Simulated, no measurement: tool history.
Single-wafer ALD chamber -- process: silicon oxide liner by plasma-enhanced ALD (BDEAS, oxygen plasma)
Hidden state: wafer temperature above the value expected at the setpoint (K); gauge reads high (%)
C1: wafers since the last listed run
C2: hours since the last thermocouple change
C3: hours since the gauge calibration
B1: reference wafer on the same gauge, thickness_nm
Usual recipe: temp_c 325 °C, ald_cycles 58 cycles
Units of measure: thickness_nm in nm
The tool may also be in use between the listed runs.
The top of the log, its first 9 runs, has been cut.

Run 10, hour 98.5: usual settings; C1 43; C2 1292.4; C3 311.4; B1 4.302. Result: thickness_nm 4.801 nm.
At hour 107.2: gauge calibrated.
Run 11, hour 135.8: usual settings but temp_c 329 °C; C1 255; C2 1329.7; C3 28.6; B1 4.242. Result: thickness_nm 4.683 nm.
Run 12, hour 145.1: usual settings but temp_c 329 °C; C1 63; C2 1339; C3 37.9; B1 4.242. Result: thickness_nm 4.721 nm.
Run 13, hour 153.1: usual settings but temp_c 333 °C; C1 54; C2 1347; C3 45.9; B1 4.244. Result: thickness_nm 4.667 nm.
At hour 170.7: thermocouple changed; heater temperature recalibrated.
Run 14, hour 171.2: usual settings but temp_c 333 °C; C1 69; C2 0.5; C3 64; B1 4.247. Result: thickness_nm 4.673 nm.
Run 15, hour 180.4: usual settings but temp_c 321 °C, ald_cycles 63 cycles; C1 62; C2 9.7; C3 73.2; B1 4.248. Result: thickness_nm 5.179 nm.
Run 16, hour 188.9: usual settings but temp_c 321 °C, ald_cycles 63 cycles; C1 58; C2 18.2; C3 81.7; B1 4.25. Result: thickness_nm 5.193 nm.
Run 17, hour 210.8: usual settings but temp_c 333 °C, ald_cycles 51 cycles; C1 149; C2 40.1; C3 103.6; B1 4.254. Result: thickness_nm 4.127 nm.
Run 18, hour 220.5: usual settings; C1 66; C2 49.8; C3 113.3; B1 4.258. Result: thickness_nm 4.763 nm.
Run 19, hour 230: usual settings but temp_c 317 °C, ald_cycles 65 cycles; C1 65; C2 59.3; C3 122.8; B1 4.258. Result: thickness_nm 5.419 nm.
Run 20, hour 237.7: usual settings but temp_c 338 °C, ald_cycles 52 cycles; C1 52; C2 67; C3 130.5; B1 4.259. Result: thickness_nm 4.171 nm.
Run 21, hour 255.4: usual settings; C1 121; C2 84.7; C3 148.2; B1 4.263. Result: thickness_nm 4.762 nm.
Run 22, hour 290.2: usual settings but temp_c 339 °C, ald_cycles 49 cycles; C1 238; C2 119.5; C3 183; B1 4.269. Result: thickness_nm 3.923 nm.
Run 23, hour 299.1: usual settings but temp_c 313 °C, ald_cycles 47 cycles; C1 60; C2 128.4; C3 191.9; B1 4.27. Result: thickness_nm 3.932 nm.
Run 24, hour 311.1: usual settings but ald_cycles 49 cycles; C1 82; C2 140.4; C3 203.9; B1 4.272. Result: thickness_nm 4.025 nm.
Run 25, hour 324.9: usual settings; C1 94; C2 154.2; C3 217.7; B1 4.273. Result: thickness_nm 4.773 nm.
Run 26, hour 340.9: usual settings but temp_c 333 °C, ald_cycles 68 cycles; C1 109; C2 170.2; C3 233.7; B1 4.278. Result: thickness_nm 5.539 nm.
At hour 353.2: gauge calibrated.
Run 27, hour 357.5: usual settings but temp_c 321 °C, ald_cycles 54 cycles; C1 113; C2 186.8; C3 4.3; B1 4.243. Result: thickness_nm 4.443 nm.
Run 28, hour 367.9: usual settings but temp_c 329 °C, ald_cycles 64 cycles; C1 71; C2 197.2; C3 14.7; B1 4.243. Result: thickness_nm 5.213 nm.
Run 29, hour 380.7: usual settings but temp_c 314 °C, ald_cycles 62 cycles; C1 87; C2 210; C3 27.5; B1 4.245. Result: thickness_nm 5.185 nm.
Run 30, hour 397: usual settings; C1 111; C2 226.3; C3 43.8; B1 4.248. Result: thickness_nm 4.755 nm.
Run 31, hour 412.8: usual settings but temp_c 321 °C, ald_cycles 51 cycles; C1 108; C2 242.1; C3 59.6; B1 4.252. Result: thickness_nm 4.199 nm.

Run 32 comes next. What will it give?
Run 32, hour 429.4: usual settings; C1 113; C2 258.7; C3 76.2; B1 ?. Result: thickness_nm ?.

Run 32 yielded B1 4.254, thickness_nm 4.763 nm.
Minus the tool's unlogged condition, the same run would have read thickness_nm 4.748 nm.

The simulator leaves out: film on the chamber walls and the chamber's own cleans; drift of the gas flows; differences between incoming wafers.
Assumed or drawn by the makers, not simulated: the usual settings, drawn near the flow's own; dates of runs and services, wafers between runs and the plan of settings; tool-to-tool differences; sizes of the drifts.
